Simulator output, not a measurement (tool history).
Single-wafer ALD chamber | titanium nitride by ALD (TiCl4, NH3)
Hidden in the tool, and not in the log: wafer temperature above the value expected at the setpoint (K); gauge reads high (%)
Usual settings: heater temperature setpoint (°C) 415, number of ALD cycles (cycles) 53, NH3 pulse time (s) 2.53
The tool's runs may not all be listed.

| run | day | heater temperature setpoint (°C) | number of ALD cycles (cycles) | NH3 pulse time (s) | wafers since the last listed run | hours since the last thermocouple change | hours since the showerhead was replaced | hours since the gauge calibration | read-back reference wafer on the same gauge, thickness_nm | mean film thickness on the monitor wafer (Å) |
|---|---|---|---|---|---|---|---|---|---|---|
| 1 | 0 | 415 | 53 | 2.53 | 0 | 39.5 | 6987.3 | 1343 | 1.349 | 11.91 |
| 2 | 3.362 | 415 | 53 | 2.53 | 241 | 120.2 | 7068 | 1423.7 | 1.348 | 11.91 |
| 3 | 5.25 | 415 | 53 | 2.53 | 135 | 165.5 | 7113.3 | 1469 | 1.347 | 11.86 |
| 4 | 9.642 | 415 | 53 | 2.53 | 315 | 270.9 | 7218.7 | 1574.4 | 1.347 | 11.87 |
| 5 | 12.95 | 415 | 53 | 2.53 | 238 | 350.3 | 7298.1 | 1653.8 | 1.346 | 11.91 |
| 6 | 16.875 | 415 | 53 | 2.53 | 282 | 444.5 | 7392.3 | 1748 | 1.345 | 11.89 |
| 7 | 18.667 | 415 | 53 | 2.53 | 128 | 487.5 | 7435.3 | 1791 | 1.345 | 11.9 |
| 8 | 20.683 | 415 | 53 | 2.53 | 145 | 535.9 | 7483.7 | 1839.4 | 1.345 | 11.85 |
| 9 | 23.558 | 415 | 53 | 2.53 | 206 | 604.9 | 7552.7 | 1908.4 | 1.344 | 11.87 |
| 10 | 25.65 | 415 | 53 | 2.53 | 150 | 655.1 | 7602.9 | 1958.6 | 1.343 | 11.89 |
| 11 | 27.588 | 415 | 53 | 2.53 | 139 | 701.6 | 7649.4 | 2005.1 | 1.343 | 11.92 |
| 12 | 29.258 | 415 | 53 | 2.53 | 120 | 741.7 | 7689.5 | 2045.2 | 1.342 | 11.91 |
| 13 | 32.967 | 415 | 53 | 2.53 | 266 | 830.7 | 7778.5 | 2134.2 | 1.341 | 11.91 |
| 14 | 37.242 | 415 | 53 | 2.53 | 307 | 933.3 | 7881.1 | 2236.8 | 1.34 | 11.85 |
|  | 38.404 | showerhead replaced |
| 15 | 41.675 | 415 | 53 | 2.53 | 294 | 1039.7 | 78.5 | 2343.2 | 1.339 | 11.83 |
| 16 | 45.979 | 415 | 53 | 2.53 | 309 | 1143 | 181.8 | 2446.5 | 1.338 | 11.78 |
| 17 | 47.629 | 415 | 53 | 2.53 | 118 | 1182.6 | 221.4 | 2486.1 | 1.34 | 11.82 |
| 18 | 51.129 | 415 | 53 | 2.53 | 251 | 1266.6 | 305.4 | 2570.1 | 1.336 | 11.82 |
| 19 | 53.138 | 423 | 59 | 3.44 | 144 | 1314.8 | 353.6 | 2618.3 | 1.338 | 13.3 |
| 20 | 55.192 | 421 | 56 | 2.53 | 147 | 1364.1 | 402.9 | 2667.6 | 1.336 | 12.51 |
| 21 | 58.738 | 415 | 53 | 2.53 | 255 | 1449.2 | 488 | 2752.7 | 1.336 | 11.83 |
|  | 60.029 | gauge calibrated |
|  | 61.917 | thermocouple changed; heater temperature recalibrated |
| 22 | 63.192 | 415 | 59 | 2.96 | 296 | 30.6 | 594.9 | 75.9 | 1.362 | 13.48 |
| 23 | 65.35 | 415 | 53 | 2.53 | 155 | 82.4 | 646.7 | 127.7 | 1.361 | 12 |
| 24 | 66.996 | 407 | 59 | 3.09 | 118 | 121.9 | 686.2 | 167.2 | 1.361 | 13.44 |
| 25 | 70.908 | 415 | 53 | 3.43 | 281 | 215.8 | 780.1 | 261.1 | 1.36 | 12.15 |
| 26 | 73.425 | 425 | 53 | 1.59 | 181 | 276.2 | 840.5 | 321.5 | 1.359 | 11.86 |
| 27 | 77.517 | 415 | 53 | 2.53 | 294 | 374.4 | 938.7 | 419.7 | 1.359 | 12.01 |
| 28 | 79.592 | 400 | 46 | 1.7 | 149 | 424.2 | 988.5 | 469.5 | 1.358 | 10.12 |
| 29 | 82.717 | 405 | 53 | 1.88 | 224 | 499.2 | 1063.5 | 544.5 | 1.358 | 11.78 |
| 30 | 85.242 | 415 | 60 | 3.02 | 181 | 559.8 | 1124.1 | 605.1 | 1.356 | 13.68 |
| 31 | 86.958 | 421 | 56 | 3.08 | 123 | 601 | 1165.3 | 646.3 | 1.355 | 12.75 |
| 32 | 90.796 | 415 | 53 | 3.19 | 276 | 693.1 | 1257.4 | 738.4 | 1.357 | 12.05 |
| 33 | 93.238 | 407 | 53 | 2.53 | 175 | 751.7 | 1316 | 797 | 1.354 | 11.98 |
| 34 | 95.754 | 415 | 53 | 2.53 | 181 | 812.1 | 1376.4 | 857.4 | 1.354 | 12 |
| 35 | 97.992 | 400 | 53 | 3.2 | 160 | 865.8 | 1430.1 | 911.1 | 1.353 | 12 |
| 36 | 100.254 | 407 | 44 | 3.41 | 162 | 920.1 | 1484.4 | 965.4 | 1.353 | 10 |

The same runs without the tool's hidden state, with the same run-to-run variation:
| run | mean film thickness on the monitor wafer (Å) |
|---|---|
| 1 | 12.01 |
| 2 | 12.02 |
| 3 | 11.97 |
| 4 | 11.99 |
| 5 | 12.03 |
| 6 | 12.02 |
| 7 | 12.04 |
| 8 | 11.98 |
| 9 | 12.01 |
| 10 | 12.04 |
| 11 | 12.07 |
| 12 | 12.06 |
| 13 | 12.07 |
| 14 | 12.02 |
| 15 | 12.01 |
| 16 | 11.97 |
| 17 | 12 |
| 18 | 12.02 |
| 19 | 13.52 |
| 20 | 12.72 |
| 21 | 12.05 |
| 22 | 13.47 |
| 23 | 12 |
| 24 | 13.44 |
| 25 | 12.16 |
| 26 | 11.87 |
| 27 | 12.02 |
| 28 | 10.14 |
| 29 | 11.81 |
| 30 | 13.71 |
| 31 | 12.78 |
| 32 | 12.09 |
| 33 | 12.03 |
| 34 | 12.05 |
| 35 | 12.06 |
| 36 | 10.05 |

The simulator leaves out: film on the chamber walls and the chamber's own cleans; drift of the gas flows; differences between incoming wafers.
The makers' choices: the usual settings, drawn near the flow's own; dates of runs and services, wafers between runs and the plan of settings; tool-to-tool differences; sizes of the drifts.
